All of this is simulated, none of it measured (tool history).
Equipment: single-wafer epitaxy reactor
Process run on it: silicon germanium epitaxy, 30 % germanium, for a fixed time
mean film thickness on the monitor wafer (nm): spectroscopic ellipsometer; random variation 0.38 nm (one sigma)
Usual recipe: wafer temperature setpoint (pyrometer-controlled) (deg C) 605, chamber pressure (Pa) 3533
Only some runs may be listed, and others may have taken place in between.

| run | hour | wafer temperature setpoint (pyrometer-controlled) (deg C) | chamber pressure (Pa) | wafers since the last listed run | hours since the last pyrometer calibration | hours since the last manometer calibration | hours since the showerhead was replaced | hours since the gauge calibration | read-back reference wafer on the same gauge, thickness_nm | mean film thickness on the monitor wafer (nm) |
|---|---|---|---|---|---|---|---|---|---|---|
| 1 | 0 | 605 | 3533 | 0 | 1376.4 | 2230.1 | 2425.4 | 1156.5 | 63.514 | 77.446 |
| 2 | 79.3 | 605 | 3533 | 1534 | 1455.7 | 2309.4 | 2504.7 | 1235.8 | 63.645 | 77.511 |
| 3 | 129.2 | 605 | 3826 | 965 | 1505.6 | 2359.3 | 2554.6 | 1285.7 | 63.54 | 80.255 |
| 4 | 210.3 | 605 | 3533 | 1569 | 1586.7 | 2440.4 | 2635.7 | 1366.8 | 63.712 | 77.783 |
| 5 | 279.9 | 605 | 3533 | 1346 | 1656.3 | 2510 | 2705.3 | 1436.4 | 63.632 | 77.974 |
| 6 | 340.3 | 605 | 3533 | 1168 | 1716.7 | 2570.4 | 2765.7 | 1496.8 | 63.579 | 77.793 |
| 7 | 485.4 | 611 | 3533 | 2807 | 1861.8 | 2715.5 | 2910.8 | 1641.9 | 63.636 | 85.447 |
| 8 | 526 | 608 | 3533 | 785 | 1902.4 | 2756.1 | 2951.4 | 1682.5 | 63.622 | 81.797 |
|  | 550.8 | gauge calibrated |
| 9 | 623.4 | 605 | 3533 | 1884 | 1999.8 | 2853.5 | 3048.8 | 72.6 | 63.604 | 78.022 |
| 10 | 693.6 | 599 | 2800 | 1358 | 2070 | 2923.7 | 3119 | 142.8 | 63.636 | 63.752 |
| 11 | 755.7 | 599 | 3920 | 1201 | 2132.1 | 2985.8 | 3181.1 | 204.9 | 63.643 | 74.805 |
|  | 791.7 | capacitance manometer re-zeroed and calibrated |
| 12 | 817.2 | 605 | 4280 | 1035 | 2193.6 | 25.5 | 3242.6 | 266.4 | 63.602 | 82.384 |
|  | 851.8 | pyrometer calibrated |
| 13 | 920.6 | 596 | 3040 | 1846 | 68.8 | 128.9 | 3346 | 369.8 | 63.56 | 61.379 |
| 14 | 968.3 | 605 | 4280 | 923 | 116.5 | 176.6 | 3393.7 | 417.5 | 63.583 | 82.408 |
|  | 1022.7 | showerhead replaced |
| 15 | 1057.9 | 605 | 3533 | 1579 | 206.1 | 266.2 | 35.2 | 507.1 | 63.598 | 75.3 |
| 16 | 1139.5 | 609 | 3533 | 1579 | 287.7 | 347.8 | 116.8 | 588.7 | 63.639 | 80.042 |
| 17 | 1244.2 | 605 | 3533 | 2026 | 392.4 | 452.5 | 221.5 | 693.4 | 63.521 | 75.663 |
| 18 | 1312.2 | 617 | 4280 | 1315 | 460.4 | 520.5 | 289.5 | 761.4 | 63.62 | 99.239 |
| 19 | 1371.9 | 605 | 3533 | 1155 | 520.1 | 580.2 | 349.2 | 821.1 | 63.67 | 75.914 |

4 options for the next run, each taken on its own from the tool as it stands now. Forecast them:
| A | 1372.3 | 598 | 3533 | 7 | 520.5 | 580.6 | 349.6 | 821.5 | ? | ? |
| B | 1372.3 | 598 | 3880 | 7 | 520.5 | 580.6 | 349.6 | 821.5 | ? | ? |
| C | 1372.3 | 605 | 4200 | 7 | 520.5 | 580.6 | 349.6 | 821.5 | ? | ? |
| D | 1372.3 | 593 | 3160 | 7 | 520.5 | 580.6 | 349.6 | 821.5 | ? | ? |

| run | read-back reference wafer on the same gauge, thickness_nm | mean film thickness on the monitor wafer (nm) |
|---|---|---|
| A | 63.565 | 67.673 |
| B | 63.565 | 70.538 |
| C | 63.565 | 81.694 |
| D | 63.565 | 59.361 |
Stripped of hidden state, with their random variation kept, the same runs would have yielded:
| run | mean film thickness on the monitor wafer (nm) |
|---|---|
| A | 67.26 |
| B | 70.108 |
| C | 81.196 |
| D | 58.999 |

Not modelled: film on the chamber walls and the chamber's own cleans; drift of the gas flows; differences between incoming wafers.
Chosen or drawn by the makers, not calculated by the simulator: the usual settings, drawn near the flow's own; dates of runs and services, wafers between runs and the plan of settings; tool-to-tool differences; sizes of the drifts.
